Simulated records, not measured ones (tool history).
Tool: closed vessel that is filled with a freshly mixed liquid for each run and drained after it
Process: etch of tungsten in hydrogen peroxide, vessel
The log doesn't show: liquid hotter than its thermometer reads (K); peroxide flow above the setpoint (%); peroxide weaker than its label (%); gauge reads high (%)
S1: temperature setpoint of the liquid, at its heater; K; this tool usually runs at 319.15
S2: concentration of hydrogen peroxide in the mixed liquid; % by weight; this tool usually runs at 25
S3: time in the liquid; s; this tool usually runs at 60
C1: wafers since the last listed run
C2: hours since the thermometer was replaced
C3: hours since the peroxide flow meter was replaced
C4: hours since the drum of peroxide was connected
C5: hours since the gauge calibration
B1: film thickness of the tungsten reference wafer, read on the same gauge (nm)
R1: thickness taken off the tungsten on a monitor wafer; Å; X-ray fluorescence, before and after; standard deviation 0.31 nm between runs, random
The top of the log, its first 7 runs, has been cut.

run   hour      S1    S2  S3    C1      C2      C3      C4     C5      B1      R1
  8  112.7  319.15    25  60  2655  2827.1  1774.6  1246.7   83.1  109.99  1143.3
  9  119.5  319.15    25  60   859  2833.9  1781.4  1253.5   89.9  109.99  1142.9
 10    132  319.15    25  60  1580  2846.4  1793.9    1266  102.4  109.95    1137
 11  142.1  319.15    25  60  1277  2856.5    1804  1276.1  112.5  110.07  1138.5
 12  157.9  319.15    25  60  1998  2872.3  1819.8  1291.9  128.3  109.96  1145.6
 13  163.9  319.15    30  70   758  2878.3  1825.8  1297.9  134.3  110.02  1456.7
 14  171.7  319.15    30  70   986  2886.1  1833.6  1305.7  142.1  110.03  1460.6
 15  185.2  319.15    25  60  1707  2899.6  1847.1  1319.2  155.6     110    1137
 16  200.4  319.15    25  70  1922  2914.8  1862.3  1334.4  170.8  110.01  1333.9
 17  218.1  319.15    30  60  2238  2932.5    1880  1352.1  188.5  110.01  1258.4
     222.9  -- peroxide flow meter replaced
 18    230  319.15    25  60  1378  2944.4     7.1    1364  200.4  109.98  1147.6
 19  236.3  319.15    25  60   796  2950.7    13.4  1370.3  206.7  110.03  1145.6
     237.4  -- new drum of peroxide connected
     264.7  -- thermometer replaced
     280.5  -- gauge calibrated
 20  284.7  319.15    25  30  5868      20    61.8    47.3    4.2  109.97   512.5
 21  296.6  319.15    25  60  1504    31.9    73.7    59.2   16.1  110.04  1026.7
 22  311.3  319.15  29.5  60  1859    46.6    88.4    73.9   30.8  109.97  1107.8
 23    342  319.15  27.5  60  3882    77.3   119.1   104.6   61.5  109.99  1070.7
 24  353.8  310.65  28.5  60  1492    89.1   130.9   116.4   73.3  110.01   634.2
 25  362.1  312.65    20  60  1049    97.4   139.2   124.7   81.6  109.97   607.9

Predict the results of run 26:
 26  377.8  314.15  21.5  90  1985  113.1  154.9  140.4  97.3   ?   ?

B1: 110.01
R1: 1039.5 Å
On a tool with no hidden condition, and with the same random variation, this run would have come out at R1 1022.6 Å.
